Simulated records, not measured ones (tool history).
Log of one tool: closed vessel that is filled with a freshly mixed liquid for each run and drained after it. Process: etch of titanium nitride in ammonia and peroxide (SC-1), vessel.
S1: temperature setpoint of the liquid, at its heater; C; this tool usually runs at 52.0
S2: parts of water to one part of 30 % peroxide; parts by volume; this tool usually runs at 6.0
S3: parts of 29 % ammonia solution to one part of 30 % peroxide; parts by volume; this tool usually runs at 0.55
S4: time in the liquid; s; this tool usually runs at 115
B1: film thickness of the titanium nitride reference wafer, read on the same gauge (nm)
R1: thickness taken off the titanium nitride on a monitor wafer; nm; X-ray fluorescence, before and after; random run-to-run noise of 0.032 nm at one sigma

run,day,S1,S2,S3,S4,B1,R1
1,0.000,52.0,6.0,0.55,115,29.98,7.52
2,0.304,52.0,6.0,0.55,115,29.98,7.45
3,0.800,52.0,6.0,0.55,150,30.04,9.76
4,1.304,52.0,6.0,0.55,150,30.02,9.76
5,1.746,52.0,6.0,0.55,115,30.01,7.47
6,2.258,52.0,6.0,0.55,115,29.97,7.49
7,2.900,52.0,7.0,0.55,115,30.00,6.96
8,3.229,52.0,7.0,0.55,115,30.01,6.95
9,3.596,52.0,6.0,0.35,115,29.96,6.96
10,4.338,52.0,6.0,0.35,115,29.98,7.01
# day 4.475: new drum of ammonia solution connected
# day 4.521: gauge calibrated
11,5.046,52.0,6.0,0.55,115,30.01,7.49
12,5.342,52.0,6.0,0.55,115,30.02,7.48
13,5.938,52.0,9.0,0.75,115,29.98,6.47
14,6.338,44.0,8.5,0.75,115,30.03,3.80
15,7.046,52.0,6.0,0.55,115,30.02,7.53
16,7.438,57.0,5.0,0.55,170,29.98,17.01
17,7.879,45.0,5.0,0.80,185,29.99,8.56
# day 8.658: ammonia flow meter replaced
18,9.962,52.0,6.0,0.55,115,30.00,7.54
# day 10.062: thermometer replaced
19,12.033,52.0,6.0,0.55,115,30.04,7.21
# day 12.054: gauge calibrated
20,12.292,42.5,5.0,0.65,115,30.03,4.08
21,12.871,46.0,6.0,0.55,170,30.00,6.96
22,13.442,56.5,6.0,0.55,115,29.98,9.81
# day 13.592: new drum of ammonia solution connected
23,13.888,45.0,5.0,0.80,185,30.01,8.15
24,14.542,47.0,8.5,0.55,85,29.97,3.17

Alternative continuations, all from the tool just after run 24; predict every row:
A,14.571,52.0,6.0,0.55,95,?,?
B,14.571,43.5,6.0,0.55,140,?,?
C,14.571,45.0,6.0,0.40,115,?,?

run,B1,R1
A,30.03,5.97
B,30.03,4.83
C,30.03,4.20
Had the tool no hidden state, the same runs would have come out as:
run,R1
A,5.89
B,4.76
C,4.14

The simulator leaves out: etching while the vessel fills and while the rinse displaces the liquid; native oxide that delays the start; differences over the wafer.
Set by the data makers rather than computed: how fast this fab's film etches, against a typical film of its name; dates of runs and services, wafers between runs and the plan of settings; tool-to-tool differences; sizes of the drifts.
